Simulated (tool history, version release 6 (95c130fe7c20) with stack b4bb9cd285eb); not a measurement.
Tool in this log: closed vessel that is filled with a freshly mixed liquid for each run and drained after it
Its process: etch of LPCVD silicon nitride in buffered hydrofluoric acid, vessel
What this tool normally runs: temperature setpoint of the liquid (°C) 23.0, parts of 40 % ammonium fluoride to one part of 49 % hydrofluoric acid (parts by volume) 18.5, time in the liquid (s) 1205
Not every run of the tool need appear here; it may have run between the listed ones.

run    hour  temperature setpoint of the liquid (°C)  parts of 40 % ammonium fluoride to one part of 49 % hydrofluoric acid (parts by volume)  time in the liquid (s)  read-back film thickness of the LPCVD silicon nitride reference wafer, read on the same gauge (nm)  thickness taken off the LPCVD silicon nitride on a monitor wafer (Å)
  1     0.0                                     23.0                                                                                     18.5                    1205                                                                                              119.98                                                                  85.6
  2    69.8                                     26.0                                                                                     18.5                    1560                                                                                              120.03                                                                 131.2
  3   132.3                                     26.0                                                                                     18.5                    1560                                                                                              120.03                                                                 129.9
  4   161.7                                     23.0                                                                                     18.5                    1205                                                                                              120.02                                                                  86.1
  5   186.4                                     23.0                                                                                     18.5                     900                                                                                              119.99                                                                  64.7
  6   248.3                                     23.0                                                                                     18.5                     900                                                                                              120.00                                                                  64.6
  7   279.4                                     23.0                                                                                     18.5                     900                                                                                              120.03                                                                  64.6
  8   347.8                                     23.0                                                                                     18.5                    1760                                                                                              120.01                                                                 125.7
  9   385.0                                     23.0                                                                                     18.5                    1760                                                                                              119.98                                                                 126.8
      402.8  -- hydrofluoric acid flow meter replaced
 10   439.1                                     23.0                                                                                     18.5                    1205                                                                                              119.97                                                                  85.9
 11   471.9                                     27.0                                                                                     18.5                     815                                                                                              119.97                                                                  72.1
 12   531.6                                     23.0                                                                                     18.5                    1510                                                                                              119.98                                                                 109.5
 13   571.6                                     25.5                                                                                     13.0                     515                                                                                              119.99                                                                  59.8
 14   642.1                                     23.0                                                                                     18.5                    1205                                                                                              119.99                                                                  87.5
 15   683.1                                     23.0                                                                                     23.0                    1390                                                                                              120.00                                                                  84.3
      702.5  -- thermometer replaced
 16   724.6                                     23.0                                                                                     18.5                    1535                                                                                              119.99                                                                 105.7
      732.6  -- gauge calibrated
 17   756.2                                     25.0                                                                                     11.0                    1545                                                                                              120.01                                                                 196.4
 18   840.1                                     27.5                                                                                     11.0                    1860                                                                                              119.99                                                                 269.0
 19   885.1                                     23.0                                                                                     18.5                    1205                                                                                              120.03                                                                  82.2
 20   911.9                                     19.5                                                                                     18.5                    1205                                                                                              120.01                                                                  68.5
 21   965.0                                     18.0                                                                                     24.5                     815                                                                                              119.97                                                                  34.2
 22  1020.7                                     23.0                                                                                     18.5                    1205                                                                                              119.99                                                                  83.2
 23  1045.3                                     18.5                                                                                     18.5                    1575                                                                                              119.98                                                                  85.1
 24  1104.4                                     23.0                                                                                     18.5                    1205                                                                                              120.02                                                                  83.3
 25  1175.3                                     23.0                                                                                     23.0                    1205                                                                                              120.00                                                                  70.2
     1215.3  -- hydrofluoric acid flow meter replaced
 26  1220.1                                     23.0                                                                                     18.5                    1510                                                                                              119.97                                                                 104.4
 27  1344.5                                     23.0                                                                                     25.0                    1205                                                                                              119.99                                                                  67.4
 28  1380.1                                     27.5                                                                                     18.5                     490                                                                                              120.00                                                                  43.7
 29  1430.1                                     21.5                                                                                     18.5                     675                                                                                              119.99                                                                  43.1
 30  1625.1                                     19.5                                                                                     22.0                    1820                                                                                              119.98                                                                  91.1
 31  1689.4                                     23.0                                                                                     23.5                    1205                                                                                              120.00                                                                  70.5
 32  1734.3                                     21.0                                                                                     15.0                     485                                                                                              120.01                                                                  37.5

How would selected steps in thickness taken off the LPCVD silicon nitride on a monitor wafer (Å) from run to run divide? Give the signed amount a tool lacking its hidden state would still show from settings, what came in and random variation, and the signed amount left for the hidden state, including any gauge scatter that is not in both of the compared results.
The tool's hidden condition here consists of: liquid hotter than its thermometer reads (K); hydrofluoric acid flow above the setpoint (%); gauge reads high (%).
Run 7 -> 8: time in the liquid (s) 900 -> 1760. thickness taken off the LPCVD silicon nitride on a monitor wafer (Å) +61.1: hidden state +3.2, all else +57.9.
Run 12 -> 13: temperature setpoint of the liquid (°C) 23.0 -> 25.5, parts of 40 % ammonium fluoride to one part of 49 % hydrofluoric acid (parts by volume) 18.5 -> 13.0, time in the liquid (s) 1510 -> 515. thickness taken off the LPCVD silicon nitride on a monitor wafer (Å) -49.7: hidden state -2.8, all else -46.9.
Run 15 -> 16: parts of 40 % ammonium fluoride to one part of 49 % hydrofluoric acid (parts by volume) 23.0 -> 18.5, time in the liquid (s) 1390 -> 1535, thermometer replaced. thickness taken off the LPCVD silicon nitride on a monitor wafer (Å) +21.4: hidden state -4.7, all else +26.1.
Run 16 -> 17: temperature setpoint of the liquid (°C) 23.0 -> 25.0, parts of 40 % ammonium fluoride to one part of 49 % hydrofluoric acid (parts by volume) 18.5 -> 11.0, time in the liquid (s) 1535 -> 1545, gauge calibrated. thickness taken off the LPCVD silicon nitride on a monitor wafer (Å) +90.7: hidden state +0.3, all else +90.4.
Run 17 -> 18: temperature setpoint of the liquid (°C) 25.0 -> 27.5, time in the liquid (s) 1545 -> 1860. thickness taken off the LPCVD silicon nitride on a monitor wafer (Å) +72.6: hidden state +1.0, all else +71.6.
Run 18 -> 19: temperature setpoint of the liquid (°C) 27.5 -> 23.0, parts of 40 % ammonium fluoride to one part of 49 % hydrofluoric acid (parts by volume) 11.0 -> 18.5, time in the liquid (s) 1860 -> 1205. thickness taken off the LPCVD silicon nitride on a monitor wafer (Å) -186.8: hidden state -1.0, all else -185.8.
